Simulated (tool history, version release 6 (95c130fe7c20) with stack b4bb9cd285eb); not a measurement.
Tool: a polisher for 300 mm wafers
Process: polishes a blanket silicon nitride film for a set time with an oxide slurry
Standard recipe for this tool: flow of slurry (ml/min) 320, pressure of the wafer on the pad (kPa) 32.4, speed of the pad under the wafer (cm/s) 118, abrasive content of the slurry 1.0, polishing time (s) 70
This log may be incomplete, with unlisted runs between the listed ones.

run	hour	flow of slurry (ml/min)	pressure of the wafer on the pad (kPa)	speed of the pad under the wafer (cm/s)	abrasive content of the slurry	polishing time (s)	wafers since the last listed run	wafers polished on this pad	hours since the slurry nozzle was cleaned	hours since the head pressure was calibrated	hours since the slurry blender was calibrated	hours since the conditioning disc was replaced	incoming thickness of the incoming film, nm	film removed (nm)
1	0.0	320	32.4	118	1.0	70	0	883	545.2	484.0	11.4	47.8	293.2	70.7
2	32.4	320	32.4	118	1.0	70	389	1272	577.6	516.4	43.8	80.2	292.7	68.3
3	76.0	320	32.4	118	1.0	70	523	1796	621.2	560.0	87.4	123.8	296.3	71.3
# hour 84.3: slurry nozzle cleaned
4	136.9	320	32.4	118	1.0	70	719	2516	52.6	620.9	148.3	184.7	289.5	69.5
# hour 141.0: worn pad replaced by a new one
5	175.1	320	32.4	118	1.0	70	410	410	90.8	659.1	186.5	222.9	290.0	67.6
# hour 213.3: conditioning disc replaced and pad reconditioned
6	262.8	320	32.4	118	1.0	70	1029	1439	178.5	746.8	274.2	49.5	292.6	63.1
# hour 284.5: slurry blender recalibrated
7	322.2	320	32.4	118	1.0	70	689	2129	237.9	806.2	37.7	108.9	291.8	69.7
8	347.9	320	32.4	118	1.0	70	308	2438	263.6	831.9	63.4	134.6	289.2	70.5
# hour 384.7: worn pad replaced by a new one
9	405.8	320	32.4	118	1.0	70	647	253	321.5	889.8	121.3	192.5	287.4	69.1
10	450.3	320	32.4	118	1.0	70	534	787	366.0	934.3	165.8	237.0	286.9	65.5
11	507.1	320	43.4	154	0.9	49	682	1470	422.8	991.1	222.6	293.8	291.4	74.2
# hour 541.8: conditioning disc replaced and pad reconditioned
# hour 553.6: slurry blender recalibrated
12	573.1	290	32.4	100	1.0	57	744	2215	488.8	1057.1	19.5	31.3	287.7	50.3
# hour 592.2: worn pad replaced by a new one
13	617.0	320	32.4	118	1.0	70	479	297	532.7	1101.0	63.4	75.2	286.3	71.5
14	687.8	320	26.9	118	1.0	70	850	1148	603.5	1171.8	134.2	146.0	287.2	57.7
# hour 700.1: head pressure recalibrated
15	729.0	210	32.4	118	0.8	89	471	1619	644.7	28.9	175.4	187.2	290.3	77.7
# hour 734.2: slurry nozzle cleaned
16	799.7	275	32.4	118	1.0	70	837	2457	65.5	99.6	246.1	257.9	289.6	66.1
# hour 815.3: worn pad replaced by a new one
# hour 832.9: conditioning disc replaced and pad reconditioned
17	850.2	320	32.4	118	1.0	70	534	394	116.0	150.1	296.6	17.3	292.5	64.3
# hour 883.5: slurry blender recalibrated
18	967.8	320	32.4	118	1.0	70	1389	1783	233.6	267.7	84.3	134.9	294.7	67.9
19	1010.6	280	32.4	118	0.8	70	514	2298	276.4	310.5	127.1	177.7	293.8	64.3
# hour 1029.4: worn pad replaced by a new one
20	1072.3	415	32.4	138	1.0	70	693	515	338.1	372.2	188.8	239.4	285.4	76.9

For each run, the measured value with the value that run would have given without the tool's hidden condition subtracted. The run-to-run variation is shared by both, the gauge scatter possibly not:
Hidden conditions of the tool in this case: removal rate lost through wear of the pad, %; slurry flow missing at the pad, %; deviation of the head's pressure from its setpoint, %; abrasive missing from the slurry, %; time polished since the conditioner stopped cutting, s.
run	film removed (nm)
1	-1.3
2	-1.4
3	-2.0
4	-3.2
5	-4.3
6	-8.2
7	-1.0
8	-1.3
9	-2.1
10	-3.1
11	-6.1
12	-0.1
13	-0.5
14	-1.3
15	-3.3
16	-5.4
17	-8.2
18	-1.7
19	-2.6
20	-5.0
